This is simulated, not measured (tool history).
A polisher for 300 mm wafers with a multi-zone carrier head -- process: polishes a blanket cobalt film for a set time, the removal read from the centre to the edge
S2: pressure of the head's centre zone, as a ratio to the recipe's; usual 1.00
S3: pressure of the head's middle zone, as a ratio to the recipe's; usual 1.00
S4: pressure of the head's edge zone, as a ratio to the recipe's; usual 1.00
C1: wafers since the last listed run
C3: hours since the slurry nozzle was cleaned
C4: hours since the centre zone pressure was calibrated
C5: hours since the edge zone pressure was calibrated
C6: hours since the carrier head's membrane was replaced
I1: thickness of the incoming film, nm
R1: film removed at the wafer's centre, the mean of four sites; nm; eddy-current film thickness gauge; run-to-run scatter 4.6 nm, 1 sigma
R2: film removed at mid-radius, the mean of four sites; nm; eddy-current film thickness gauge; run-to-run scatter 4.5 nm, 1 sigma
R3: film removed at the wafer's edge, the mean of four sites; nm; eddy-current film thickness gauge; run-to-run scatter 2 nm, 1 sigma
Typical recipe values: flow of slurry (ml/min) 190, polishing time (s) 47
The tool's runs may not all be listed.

{"run": 1, "hour": 0.0, "flow of slurry (ml/min)": 190, "S2": 1.0, "S3": 1.0, "S4": 1.0, "polishing time (s)": 47, "C1": 0, "wafers polished on this pad": 873, "C3": 623.1, "C4": 832.0, "C5": 399.1, "C6": 1573.6, "I1": 1246.4, "R1": 290.3, "R2": 285.8, "R3": 305.0}
{"run": 2, "hour": 13.5, "flow of slurry (ml/min)": 190, "S2": 1.0, "S3": 1.0, "S4": 1.0, "polishing time (s)": 47, "C1": 104, "wafers polished on this pad": 978, "C3": 636.6, "C4": 845.5, "C5": 412.6, "C6": 1587.1, "I1": 1261.6, "R1": 283.2, "R2": 301.7, "R3": 302.6}
{"run": 3, "hour": 48.3, "flow of slurry (ml/min)": 190, "S2": 1.0, "S3": 1.0, "S4": 1.0, "polishing time (s)": 47, "C1": 269, "wafers polished on this pad": 1248, "C3": 671.4, "C4": 880.3, "C5": 447.4, "C6": 1621.9, "I1": 1262.7, "R1": 293.5, "R2": 293.1, "R3": 302.6}
{"hour": 62.1, "done": "slurry nozzle cleaned"}
{"hour": 66.5, "done": "worn pad replaced by a new one, of another model than before"}
{"run": 4, "hour": 82.7, "flow of slurry (ml/min)": 190, "S2": 1.0, "S3": 1.0, "S4": 1.0, "polishing time (s)": 47, "C1": 228, "wafers polished on this pad": 125, "C3": 20.6, "C4": 914.7, "C5": 481.8, "C6": 1656.3, "I1": 1242.8, "R1": 317.7, "R2": 316.4, "R3": 319.6}
{"run": 5, "hour": 100.3, "flow of slurry (ml/min)": 190, "S2": 0.91, "S3": 1.0, "S4": 1.0, "polishing time (s)": 47, "C1": 136, "wafers polished on this pad": 262, "C3": 38.2, "C4": 932.3, "C5": 499.4, "C6": 1673.9, "I1": 1231.9, "R1": 282.9, "R2": 310.5, "R3": 319.5}
{"run": 6, "hour": 124.4, "flow of slurry (ml/min)": 190, "S2": 0.91, "S3": 1.0, "S4": 1.0, "polishing time (s)": 47, "C1": 186, "wafers polished on this pad": 449, "C3": 62.3, "C4": 956.4, "C5": 523.5, "C6": 1698.0, "I1": 1265.3, "R1": 284.3, "R2": 312.1, "R3": 318.2}
{"run": 7, "hour": 152.3, "flow of slurry (ml/min)": 250, "S2": 1.06, "S3": 1.06, "S4": 1.0, "polishing time (s)": 38, "C1": 216, "wafers polished on this pad": 665, "C3": 90.2, "C4": 984.3, "C5": 551.4, "C6": 1725.9, "I1": 1253.2, "R1": 270.0, "R2": 271.8, "R3": 258.1}
{"run": 8, "hour": 176.4, "flow of slurry (ml/min)": 220, "S2": 1.0, "S3": 1.0, "S4": 1.0, "polishing time (s)": 47, "C1": 186, "wafers polished on this pad": 852, "C3": 114.3, "C4": 1008.4, "C5": 575.5, "C6": 1750.0, "I1": 1257.2, "R1": 320.0, "R2": 317.1, "R3": 318.8}
{"run": 9, "hour": 189.6, "flow of slurry (ml/min)": 190, "S2": 1.0, "S3": 1.0, "S4": 1.0, "polishing time (s)": 47, "C1": 102, "wafers polished on this pad": 955, "C3": 127.5, "C4": 1021.6, "C5": 588.7, "C6": 1763.2, "I1": 1269.0, "R1": 310.1, "R2": 309.1, "R3": 314.8}
{"run": 10, "hour": 202.9, "flow of slurry (ml/min)": 190, "S2": 1.05, "S3": 1.0, "S4": 1.0, "polishing time (s)": 36, "C1": 103, "wafers polished on this pad": 1058, "C3": 140.8, "C4": 1034.9, "C5": 602.0, "C6": 1776.5, "I1": 1251.0, "R1": 244.1, "R2": 234.5, "R3": 239.6}
{"hour": 214.9, "done": "carrier head's membrane replaced by a new one"}
{"run": 11, "hour": 224.7, "flow of slurry (ml/min)": 190, "S2": 1.0, "S3": 1.0, "S4": 0.89, "polishing time (s)": 47, "C1": 130, "wafers polished on this pad": 1188, "C3": 162.6, "C4": 1056.7, "C5": 623.8, "C6": 9.8, "I1": 1241.6, "R1": 303.6, "R2": 315.5, "R3": 302.6}
{"hour": 241.5, "done": "worn pad replaced by a new one"}
{"run": 12, "hour": 246.5, "flow of slurry (ml/min)": 190, "S2": 1.0, "S3": 1.0, "S4": 1.0, "polishing time (s)": 47, "C1": 138, "wafers polished on this pad": 38, "C3": 184.4, "C4": 1078.5, "C5": 645.6, "C6": 31.6, "I1": 1232.3, "R1": 309.6, "R2": 304.2, "R3": 313.9}
{"run": 13, "hour": 267.3, "flow of slurry (ml/min)": 220, "S2": 1.0, "S3": 1.0, "S4": 1.0, "polishing time (s)": 47, "C1": 161, "wafers polished on this pad": 200, "C3": 205.2, "C4": 1099.3, "C5": 666.4, "C6": 52.4, "I1": 1231.9, "R1": 312.8, "R2": 317.1, "R3": 318.4}
{"run": 14, "hour": 291.0, "flow of slurry (ml/min)": 170, "S2": 1.0, "S3": 1.0, "S4": 1.0, "polishing time (s)": 47, "C1": 183, "wafers polished on this pad": 384, "C3": 228.9, "C4": 1123.0, "C5": 690.1, "C6": 76.1, "I1": 1247.0, "R1": 302.2, "R2": 308.8, "R3": 310.2}
{"run": 15, "hour": 312.8, "flow of slurry (ml/min)": 190, "S2": 1.0, "S3": 1.0, "S4": 1.0, "polishing time (s)": 47, "C1": 169, "wafers polished on this pad": 553, "C3": 250.7, "C4": 1144.8, "C5": 711.9, "C6": 97.9, "I1": 1243.7, "R1": 313.5, "R2": 312.0, "R3": 312.4}
{"hour": 329.8, "done": "edge zone pressure recalibrated"}
{"hour": 336.2, "done": "centre zone pressure recalibrated"}
{"run": 16, "hour": 340.8, "flow of slurry (ml/min)": 190, "S2": 0.97, "S3": 1.0, "S4": 1.0, "polishing time (s)": 47, "C1": 186, "wafers polished on this pad": 739, "C3": 278.7, "C4": 4.6, "C5": 11.0, "C6": 125.9, "I1": 1253.1, "R1": 298.4, "R2": 312.2, "R3": 308.2}
{"run": 17, "hour": 364.0, "flow of slurry (ml/min)": 245, "S2": 0.96, "S3": 1.0, "S4": 1.0, "polishing time (s)": 47, "C1": 179, "wafers polished on this pad": 919, "C3": 301.9, "C4": 27.8, "C5": 34.2, "C6": 149.1, "I1": 1245.8, "R1": 297.3, "R2": 315.3, "R3": 319.7}
{"run": 18, "hour": 395.5, "flow of slurry (ml/min)": 190, "S2": 1.0, "S3": 1.0, "S4": 1.12, "polishing time (s)": 35, "C1": 244, "wafers polished on this pad": 1163, "C3": 333.4, "C4": 59.3, "C5": 65.7, "C6": 180.6, "I1": 1246.1, "R1": 223.2, "R2": 229.3, "R3": 243.9}
{"run": 19, "hour": 424.5, "flow of slurry (ml/min)": 190, "S2": 0.88, "S3": 1.0, "S4": 1.0, "polishing time (s)": 52, "C1": 224, "wafers polished on this pad": 1388, "C3": 362.4, "C4": 88.3, "C5": 94.7, "C6": 209.6, "I1": 1253.9, "R1": 287.2, "R2": 343.5, "R3": 347.8}
{"hour": 443.8, "done": "worn pad replaced by a new one"}
{"run": 20, "hour": 459.9, "flow of slurry (ml/min)": 170, "S2": 1.0, "S3": 1.0, "S4": 0.89, "polishing time (s)": 47, "C1": 243, "wafers polished on this pad": 124, "C3": 397.8, "C4": 123.7, "C5": 130.1, "C6": 245.0, "I1": 1242.4, "R1": 307.7, "R2": 309.8, "R3": 298.4}
{"run": 21, "hour": 492.4, "flow of slurry (ml/min)": 160, "S2": 1.0, "S3": 1.03, "S4": 1.0, "polishing time (s)": 54, "C1": 252, "wafers polished on this pad": 376, "C3": 430.3, "C4": 156.2, "C5": 162.6, "C6": 277.5, "I1": 1249.5, "R1": 350.5, "R2": 342.6, "R3": 353.7}
{"run": 22, "hour": 511.6, "flow of slurry (ml/min)": 190, "S2": 1.0, "S3": 1.0, "S4": 0.91, "polishing time (s)": 47, "C1": 148, "wafers polished on this pad": 525, "C3": 449.5, "C4": 175.4, "C5": 181.8, "C6": 296.7, "I1": 1237.3, "R1": 303.4, "R2": 307.7, "R3": 297.1}

Consider 4 possible next runs. They are alternatives, not a sequence: every one starts from the tool as it was left by run 22. What does each give?
{"run": "A", "hour": 512.0, "flow of slurry (ml/min)": 190, "S2": 1.0, "S3": 1.0, "S4": 1.0, "polishing time (s)": 47, "C1": 3, "wafers polished on this pad": 528, "C3": 449.9, "C4": 175.8, "C5": 182.2, "C6": 297.1, "I1": 1257.1, "R1": "?", "R2": "?", "R3": "?"}
{"run": "B", "hour": 512.0, "flow of slurry (ml/min)": 210, "S2": 1.09, "S3": 1.0, "S4": 1.0, "polishing time (s)": 43, "C1": 3, "wafers polished on this pad": 528, "C3": 449.9, "C4": 175.8, "C5": 182.2, "C6": 297.1, "I1": 1257.1, "R1": "?", "R2": "?", "R3": "?"}
{"run": "C", "hour": 512.0, "flow of slurry (ml/min)": 190, "S2": 1.12, "S3": 1.0, "S4": 0.95, "polishing time (s)": 47, "C1": 3, "wafers polished on this pad": 528, "C3": 449.9, "C4": 175.8, "C5": 182.2, "C6": 297.1, "I1": 1257.1, "R1": "?", "R2": "?", "R3": "?"}
{"run": "D", "hour": 512.0, "flow of slurry (ml/min)": 190, "S2": 1.0, "S3": 1.05, "S4": 1.0, "polishing time (s)": 47, "C1": 3, "wafers polished on this pad": 528, "C3": 449.9, "C4": 175.8, "C5": 182.2, "C6": 297.1, "I1": 1257.1, "R1": "?", "R2": "?", "R3": "?"}

run=A R1=300.2 R2=303.5 R3=312.4
run=B R1=303.1 R2=280.5 R3=288.0
run=C R1=336.5 R2=303.4 R3=306.3
run=D R1=300.3 R2=315.4 R3=312.2
Without the tool's unlogged condition, the same runs would have read:
run=A R1=314.8 R2=316.6 R3=322.1
run=B R1=317.0 R2=291.9 R3=296.5
run=C R1=352.8 R2=316.4 R3=315.8
run=D R1=314.9 R2=328.9 R3=321.9

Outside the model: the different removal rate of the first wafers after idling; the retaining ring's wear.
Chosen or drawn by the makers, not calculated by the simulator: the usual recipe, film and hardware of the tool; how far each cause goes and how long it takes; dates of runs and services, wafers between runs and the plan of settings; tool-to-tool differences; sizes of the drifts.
